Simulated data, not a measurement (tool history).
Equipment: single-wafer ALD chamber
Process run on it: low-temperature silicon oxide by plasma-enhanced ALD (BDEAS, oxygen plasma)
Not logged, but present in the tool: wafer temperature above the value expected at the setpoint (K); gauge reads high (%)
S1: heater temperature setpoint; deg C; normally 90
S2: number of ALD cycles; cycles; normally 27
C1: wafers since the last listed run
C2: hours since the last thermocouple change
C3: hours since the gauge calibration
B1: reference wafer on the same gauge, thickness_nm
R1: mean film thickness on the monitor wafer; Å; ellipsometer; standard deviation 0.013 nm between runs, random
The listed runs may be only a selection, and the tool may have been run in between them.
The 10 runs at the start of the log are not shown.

Run 11, hour 463.2: usual settings; C1 664; C2 845.6; C3 689.9; B1 3.863. Result: R1 36.17 Å.
Run 12, hour 498.9: usual settings; C1 389; C2 881.3; C3 725.6; B1 3.861. Result: R1 36.29 Å.
Run 13, hour 531: usual settings; C1 350; C2 913.4; C3 757.7; B1 3.863. Result: R1 35.89 Å.
Run 14, hour 705.4: usual settings; C1 1904; C2 1087.8; C3 932.1; B1 3.85. Result: R1 36.24 Å.
At hour 716.5: thermocouple changed; heater temperature recalibrated.
Run 15, hour 827.5: usual settings; C1 1246; C2 111; C3 1054.2; B1 3.844. Result: R1 36.11 Å.
Run 16, hour 876.9: usual settings; C1 539; C2 160.4; C3 1103.6; B1 3.847. Result: R1 35.89 Å.
Run 17, hour 1051.4: usual settings; C1 1905; C2 334.9; C3 1278.1; B1 3.839. Result: R1 36.06 Å.
Run 18, hour 1120.3: usual settings; C1 752; C2 403.8; C3 1347; B1 3.834. Result: R1 36.09 Å.
Run 19, hour 1183.8: usual settings; C1 693; C2 467.3; C3 1410.5; B1 3.835. Result: R1 35.96 Å.
Run 20, hour 1247: usual settings; C1 690; C2 530.5; C3 1473.7; B1 3.83. Result: R1 35.79 Å.
Run 21, hour 1305.2: usual settings but S1 101 deg C; C1 635; C2 588.7; C3 1531.9; B1 3.83. Result: R1 34.72 Å.
Run 22, hour 1357.1: usual settings but S2 24 cycles; C1 566; C2 640.6; C3 1583.8; B1 3.825. Result: R1 31.92 Å.
Run 23, hour 1425.9: usual settings but S1 105 deg C, S2 31 cycles; C1 751; C2 709.4; C3 1652.6; B1 3.817. Result: R1 39.26 Å.

Run 24, settings as shown, results not yet in. Your forecast:
Run 24, hour 1458.3: usual settings but S2 32 cycles; C1 353; C2 741.8; C3 1685; B1 ?. Result: R1 ?.

{"run 24": {"B1": 3.82, "R1": 42.32}}
Were there no unlogged condition in the tool, this run, its random variation unchanged, would have produced R1 43.01 Å.
